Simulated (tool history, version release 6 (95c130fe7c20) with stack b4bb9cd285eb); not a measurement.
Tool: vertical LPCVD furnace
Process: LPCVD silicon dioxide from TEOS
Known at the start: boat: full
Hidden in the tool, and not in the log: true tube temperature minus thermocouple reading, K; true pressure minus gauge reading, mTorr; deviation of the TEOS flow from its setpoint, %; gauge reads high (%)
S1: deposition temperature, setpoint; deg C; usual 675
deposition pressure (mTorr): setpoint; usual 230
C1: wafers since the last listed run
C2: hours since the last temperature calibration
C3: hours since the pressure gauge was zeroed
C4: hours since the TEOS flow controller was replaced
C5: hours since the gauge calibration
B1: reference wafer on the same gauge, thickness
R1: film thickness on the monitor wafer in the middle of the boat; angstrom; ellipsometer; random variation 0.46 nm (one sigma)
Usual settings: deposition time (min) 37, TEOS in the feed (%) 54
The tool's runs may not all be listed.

{"run": 1, "hour": 0.0, "S1": 675, "deposition pressure (mTorr)": 230, "deposition time (min)": 30.5, "TEOS in the feed (%)": 54, "C1": 0, "C2": 1884, "C3": 2880.6, "C4": 3757.8, "C5": 1393.4, "B1": 112.98, "R1": 961.2}
{"run": 2, "hour": 41.0, "S1": 675, "deposition pressure (mTorr)": 230, "deposition time (min)": 30.5, "TEOS in the feed (%)": 54, "C1": 740, "C2": 1925, "C3": 2921.6, "C4": 3798.8, "C5": 1434.4, "B1": 112.9, "R1": 970.8}
{"run": 3, "hour": 128.9, "S1": 675, "deposition pressure (mTorr)": 205, "deposition time (min)": 37, "TEOS in the feed (%)": 54, "C1": 1587, "C2": 2012.9, "C3": 3009.5, "C4": 3886.7, "C5": 1522.3, "B1": 112.97, "R1": 1108.6}
{"run": 4, "hour": 221.4, "S1": 675, "deposition pressure (mTorr)": 205, "deposition time (min)": 37, "TEOS in the feed (%)": 54, "C1": 1670, "C2": 2105.4, "C3": 3102, "C4": 3979.2, "C5": 1614.8, "B1": 113.02, "R1": 1112.2}
{"run": 5, "hour": 310.2, "S1": 675, "deposition pressure (mTorr)": 205, "deposition time (min)": 37, "TEOS in the feed (%)": 54, "C1": 1603, "C2": 2194.2, "C3": 3190.8, "C4": 4068, "C5": 1703.6, "B1": 113.14, "R1": 1113.5}
{"run": 6, "hour": 418.1, "S1": 675, "deposition pressure (mTorr)": 230, "deposition time (min)": 37, "TEOS in the feed (%)": 54, "C1": 1948, "C2": 2302.1, "C3": 3298.7, "C4": 4175.9, "C5": 1811.5, "B1": 112.93, "R1": 1176.2}
{"run": 7, "hour": 497.5, "S1": 675, "deposition pressure (mTorr)": 230, "deposition time (min)": 37, "TEOS in the feed (%)": 54, "C1": 1433, "C2": 2381.5, "C3": 3378.1, "C4": 4255.3, "C5": 1890.9, "B1": 113, "R1": 1179.8}
{"run": 8, "hour": 539.8, "S1": 675, "deposition pressure (mTorr)": 230, "deposition time (min)": 37, "TEOS in the feed (%)": 54, "C1": 763, "C2": 2423.8, "C3": 3420.4, "C4": 4297.6, "C5": 1933.2, "B1": 112.87, "R1": 1177.5}
{"run": 9, "hour": 603.1, "S1": 684, "deposition pressure (mTorr)": 230, "deposition time (min)": 37, "TEOS in the feed (%)": 54, "C1": 1142, "C2": 2487.1, "C3": 3483.7, "C4": 4360.9, "C5": 1996.5, "B1": 113.09, "R1": 1475.3}
{"hour": 636.7, "done": "thermocouples replaced and temperature profile calibrated"}
{"run": 10, "hour": 700.0, "S1": 684, "deposition pressure (mTorr)": 230, "deposition time (min)": 37, "TEOS in the feed (%)": 54, "C1": 1316, "C2": 63.3, "C3": 3580.6, "C4": 4457.8, "C5": 2093.4, "B1": 112.92, "R1": 1425.7}
{"run": 11, "hour": 800.3, "S1": 684, "deposition pressure (mTorr)": 230, "deposition time (min)": 37, "TEOS in the feed (%)": 54, "C1": 1810, "C2": 163.6, "C3": 3680.9, "C4": 4558.1, "C5": 2193.7, "B1": 113.25, "R1": 1428.8}
{"hour": 842.0, "done": "pressure gauge zeroed"}
{"run": 12, "hour": 885.4, "S1": 675, "deposition pressure (mTorr)": 230, "deposition time (min)": 37, "TEOS in the feed (%)": 54, "C1": 1103, "C2": 248.7, "C3": 43.4, "C4": 4643.2, "C5": 2278.8, "B1": 112.99, "R1": 1147.3}
{"run": 13, "hour": 961.6, "S1": 675, "deposition pressure (mTorr)": 230, "deposition time (min)": 37, "TEOS in the feed (%)": 54, "C1": 1375, "C2": 324.9, "C3": 119.6, "C4": 4719.4, "C5": 2355, "B1": 112.77, "R1": 1146.3}
{"run": 14, "hour": 1043.6, "S1": 675, "deposition pressure (mTorr)": 230, "deposition time (min)": 37, "TEOS in the feed (%)": 54, "C1": 1480, "C2": 406.9, "C3": 201.6, "C4": 4801.4, "C5": 2437, "B1": 112.88, "R1": 1157.3}
{"run": 15, "hour": 1090.5, "S1": 666, "deposition pressure (mTorr)": 250, "deposition time (min)": 43, "TEOS in the feed (%)": 54, "C1": 846, "C2": 453.8, "C3": 248.5, "C4": 4848.3, "C5": 2483.9, "B1": 113.26, "R1": 1119}
{"run": 16, "hour": 1194.9, "S1": 682, "deposition pressure (mTorr)": 275, "deposition time (min)": 45, "TEOS in the feed (%)": 61, "C1": 1884, "C2": 558.2, "C3": 352.9, "C4": 4952.7, "C5": 2588.3, "B1": 112.86, "R1": 1930.6}
{"run": 17, "hour": 1246.0, "S1": 675, "deposition pressure (mTorr)": 230, "deposition time (min)": 41.5, "TEOS in the feed (%)": 59, "C1": 922, "C2": 609.3, "C3": 404, "C4": 5003.8, "C5": 2639.4, "B1": 112.98, "R1": 1361.4}
{"run": 18, "hour": 1336.5, "S1": 675, "deposition pressure (mTorr)": 260, "deposition time (min)": 47, "TEOS in the feed (%)": 45, "C1": 1634, "C2": 699.8, "C3": 494.5, "C4": 5094.3, "C5": 2729.9, "B1": 112.99, "R1": 1419.5}
{"run": 19, "hour": 1413.3, "S1": 675, "deposition pressure (mTorr)": 230, "deposition time (min)": 37, "TEOS in the feed (%)": 54, "C1": 1386, "C2": 776.6, "C3": 571.3, "C4": 5171.1, "C5": 2806.7, "B1": 113.15, "R1": 1153.5}
{"run": 20, "hour": 1481.3, "S1": 684, "deposition pressure (mTorr)": 230, "deposition time (min)": 30, "TEOS in the feed (%)": 44, "C1": 1227, "C2": 844.6, "C3": 639.3, "C4": 5239.1, "C5": 2874.7, "B1": 112.86, "R1": 1054.3}
{"run": 21, "hour": 1578.5, "S1": 675, "deposition pressure (mTorr)": 230, "deposition time (min)": 46, "TEOS in the feed (%)": 54, "C1": 1754, "C2": 941.8, "C3": 736.5, "C4": 5336.3, "C5": 2971.9, "B1": 112.92, "R1": 1447.7}
{"hour": 1619.9, "done": "TEOS flow controller replaced"}
{"run": 22, "hour": 1626.6, "S1": 684, "deposition pressure (mTorr)": 175, "deposition time (min)": 37, "TEOS in the feed (%)": 57, "C1": 435, "C2": 989.9, "C3": 784.6, "C4": 6.7, "C5": 3020, "B1": 112.99, "R1": 1292.1}
{"run": 23, "hour": 1682.5, "S1": 672, "deposition pressure (mTorr)": 230, "deposition time (min)": 44, "TEOS in the feed (%)": 59, "C1": 1009, "C2": 1045.8, "C3": 840.5, "C4": 62.6, "C5": 3075.9, "B1": 113.11, "R1": 1331.1}
{"run": 24, "hour": 1773.2, "S1": 675, "deposition pressure (mTorr)": 245, "deposition time (min)": 51.5, "TEOS in the feed (%)": 54, "C1": 1637, "C2": 1136.5, "C3": 931.2, "C4": 153.3, "C5": 3166.6, "B1": 112.9, "R1": 1680.4}
{"hour": 1792.1, "done": "gauge calibrated"}
{"run": 25, "hour": 1842.6, "S1": 675, "deposition pressure (mTorr)": 230, "deposition time (min)": 37, "TEOS in the feed (%)": 54, "C1": 1253, "C2": 1205.9, "C3": 1000.6, "C4": 222.7, "C5": 50.5, "B1": 113.01, "R1": 1163.8}
{"run": 26, "hour": 1917.1, "S1": 675, "deposition pressure (mTorr)": 260, "deposition time (min)": 47, "TEOS in the feed (%)": 45, "C1": 1345, "C2": 1280.4, "C3": 1075.1, "C4": 297.2, "C5": 125, "B1": 113.18, "R1": 1431.3}
{"run": 27, "hour": 1958.3, "S1": 683, "deposition pressure (mTorr)": 180, "deposition time (min)": 23.5, "TEOS in the feed (%)": 44, "C1": 743, "C2": 1321.6, "C3": 1116.3, "C4": 338.4, "C5": 166.2, "B1": 113.14, "R1": 721.4}
{"run": 28, "hour": 1998.5, "S1": 686, "deposition pressure (mTorr)": 230, "deposition time (min)": 37, "TEOS in the feed (%)": 54, "C1": 725, "C2": 1361.8, "C3": 1156.5, "C4": 378.6, "C5": 206.4, "B1": 113.08, "R1": 1523.4}
{"run": 29, "hour": 2088.6, "S1": 675, "deposition pressure (mTorr)": 265, "deposition time (min)": 37, "TEOS in the feed (%)": 50, "C1": 1626, "C2": 1451.9, "C3": 1246.6, "C4": 468.7, "C5": 296.5, "B1": 113.21, "R1": 1198.9}
{"run": 30, "hour": 2170.1, "S1": 672, "deposition pressure (mTorr)": 230, "deposition time (min)": 44, "TEOS in the feed (%)": 59, "C1": 1471, "C2": 1533.4, "C3": 1328.1, "C4": 550.2, "C5": 378, "B1": 113.06, "R1": 1352.5}
{"run": 31, "hour": 2266.9, "S1": 682, "deposition pressure (mTorr)": 230, "deposition time (min)": 26, "TEOS in the feed (%)": 44, "C1": 1747, "C2": 1630.2, "C3": 1424.9, "C4": 647, "C5": 474.8, "B1": 113.13, "R1": 872.4}
{"run": 32, "hour": 2307.9, "S1": 668, "deposition pressure (mTorr)": 230, "deposition time (min)": 37, "TEOS in the feed (%)": 54, "C1": 740, "C2": 1671.2, "C3": 1465.9, "C4": 688, "C5": 515.8, "B1": 113.02, "R1": 985.7}

Forecast each of these 3 alternatives for the next run:
{"run": "A", "hour": 2312.6, "S1": 675, "deposition pressure (mTorr)": 230, "deposition time (min)": 37, "TEOS in the feed (%)": 54, "C1": 84, "C2": 1675.9, "C3": 1470.6, "C4": 692.7, "C5": 520.5, "B1": "?", "R1": "?"}
{"run": "B", "hour": 2312.6, "S1": 666, "deposition pressure (mTorr)": 175, "deposition time (min)": 43, "TEOS in the feed (%)": 54, "C1": 84, "C2": 1675.9, "C3": 1470.6, "C4": 692.7, "C5": 520.5, "B1": "?", "R1": "?"}
{"run": "C", "hour": 2312.6, "S1": 675, "deposition pressure (mTorr)": 230, "deposition time (min)": 48.5, "TEOS in the feed (%)": 54, "C1": 84, "C2": 1675.9, "C3": 1470.6, "C4": 692.7, "C5": 520.5, "B1": "?", "R1": "?"}

run=A B1=113.15 R1=1175.1
run=B B1=113.15 R1=953.9
run=C B1=113.15 R1=1540.4
Without the tool's hidden state the same runs would have given:
run=A R1=1142.3
run=B R1=926.8
run=C R1=1497.4
